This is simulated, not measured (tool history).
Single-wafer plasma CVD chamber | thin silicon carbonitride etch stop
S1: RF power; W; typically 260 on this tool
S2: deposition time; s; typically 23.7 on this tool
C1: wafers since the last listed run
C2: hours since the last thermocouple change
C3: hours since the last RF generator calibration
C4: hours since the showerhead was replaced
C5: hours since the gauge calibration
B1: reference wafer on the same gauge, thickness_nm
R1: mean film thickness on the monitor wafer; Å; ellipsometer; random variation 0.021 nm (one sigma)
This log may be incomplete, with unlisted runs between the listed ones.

{"run": 1, "hour": 0.0, "S1": 260, "S2": 23.7, "C1": 0, "C2": 842.1, "C3": 1750.5, "C4": 5433.7, "C5": 106.4, "B1": 16.474, "R1": 141.77}
{"run": 2, "hour": 29.4, "S1": 260, "S2": 23.7, "C1": 519, "C2": 871.5, "C3": 1779.9, "C4": 5463.1, "C5": 135.8, "B1": 16.485, "R1": 141.66}
{"run": 3, "hour": 43.6, "S1": 245, "S2": 23.7, "C1": 250, "C2": 885.7, "C3": 1794.1, "C4": 5477.3, "C5": 150.0, "B1": 16.493, "R1": 140.28}
{"run": 4, "hour": 59.0, "S1": 260, "S2": 25.9, "C1": 271, "C2": 901.1, "C3": 1809.5, "C4": 5492.7, "C5": 165.4, "B1": 16.497, "R1": 155.41}
{"run": 5, "hour": 82.9, "S1": 260, "S2": 25.9, "C1": 422, "C2": 925.0, "C3": 1833.4, "C4": 5516.6, "C5": 189.3, "B1": 16.517, "R1": 155.48}
{"run": 6, "hour": 108.8, "S1": 260, "S2": 25.9, "C1": 457, "C2": 950.9, "C3": 1859.3, "C4": 5542.5, "C5": 215.2, "B1": 16.533, "R1": 155.45}
{"run": 7, "hour": 136.1, "S1": 220, "S2": 23.7, "C1": 482, "C2": 978.2, "C3": 1886.6, "C4": 5569.8, "C5": 242.5, "B1": 16.546, "R1": 137.6}
{"run": 8, "hour": 154.8, "S1": 220, "S2": 23.7, "C1": 330, "C2": 996.9, "C3": 1905.3, "C4": 5588.5, "C5": 261.2, "B1": 16.564, "R1": 137.76}
{"run": 9, "hour": 175.3, "S1": 220, "S2": 23.7, "C1": 362, "C2": 1017.4, "C3": 1925.8, "C4": 5609.0, "C5": 281.7, "B1": 16.567, "R1": 138.01}
{"hour": 200.8, "done": "showerhead replaced"}
{"hour": 203.2, "done": "gauge calibrated"}
{"run": 10, "hour": 203.8, "S1": 240, "S2": 21.3, "C1": 362, "C2": 1045.9, "C3": 1954.3, "C4": 3.0, "C5": 0.6, "B1": 16.382, "R1": 124.87}
{"run": 11, "hour": 233.7, "S1": 240, "S2": 21.3, "C1": 528, "C2": 1075.8, "C3": 1984.2, "C4": 32.9, "C5": 30.5, "B1": 16.41, "R1": 124.84}
{"hour": 246.6, "done": "thermocouple changed; heater temperature recalibrated"}
{"run": 12, "hour": 250.4, "S1": 260, "S2": 23.7, "C1": 153, "C2": 3.8, "C3": 2000.9, "C4": 49.6, "C5": 47.2, "B1": 16.409, "R1": 141.26}
{"run": 13, "hour": 266.3, "S1": 260, "S2": 23.7, "C1": 280, "C2": 19.7, "C3": 2016.8, "C4": 65.5, "C5": 63.1, "B1": 16.429, "R1": 141.16}
{"run": 14, "hour": 291.3, "S1": 280, "S2": 28.4, "C1": 441, "C2": 44.7, "C3": 2041.8, "C4": 90.5, "C5": 88.1, "B1": 16.439, "R1": 172.34}
{"run": 15, "hour": 308.3, "S1": 260, "S2": 21.8, "C1": 300, "C2": 61.7, "C3": 2058.8, "C4": 107.5, "C5": 105.1, "B1": 16.447, "R1": 130.16}
{"hour": 326.2, "done": "RF generator calibrated"}
{"run": 16, "hour": 332.2, "S1": 260, "S2": 21.0, "C1": 280, "C2": 85.6, "C3": 6.0, "C4": 131.4, "C5": 129.0, "B1": 16.467, "R1": 125.41}
{"run": 17, "hour": 353.0, "S1": 235, "S2": 19.0, "C1": 367, "C2": 106.4, "C3": 26.8, "C4": 152.2, "C5": 149.8, "B1": 16.479, "R1": 111.38}
{"run": 18, "hour": 388.3, "S1": 215, "S2": 25.5, "C1": 623, "C2": 141.7, "C3": 62.1, "C4": 187.5, "C5": 185.1, "B1": 16.493, "R1": 147.18}
{"run": 19, "hour": 410.6, "S1": 260, "S2": 23.7, "C1": 393, "C2": 164.0, "C3": 84.4, "C4": 209.8, "C5": 207.4, "B1": 16.514, "R1": 142.26}

For each run, what was the tool's unlogged condition?
wafer temperature above the value expected at the setpoint (K): 0 in every run
delivered RF power above the setpoint (%): 0 in every run
H1: gauge reads high (%)
run=1 H1=0.426
run=2 H1=0.53
run=3 H1=0.58
run=4 H1=0.635
run=5 H1=0.719
run=6 H1=0.811
run=7 H1=0.907
run=8 H1=0.973
run=9 H1=1.05
run=10 H1=-0.0746
run=11 H1=0.0311
run=12 H1=0.0901
run=13 H1=0.146
run=14 H1=0.235
run=15 H1=0.295
run=16 H1=0.379
run=17 H1=0.453
run=18 H1=0.578
run=19 H1=0.657
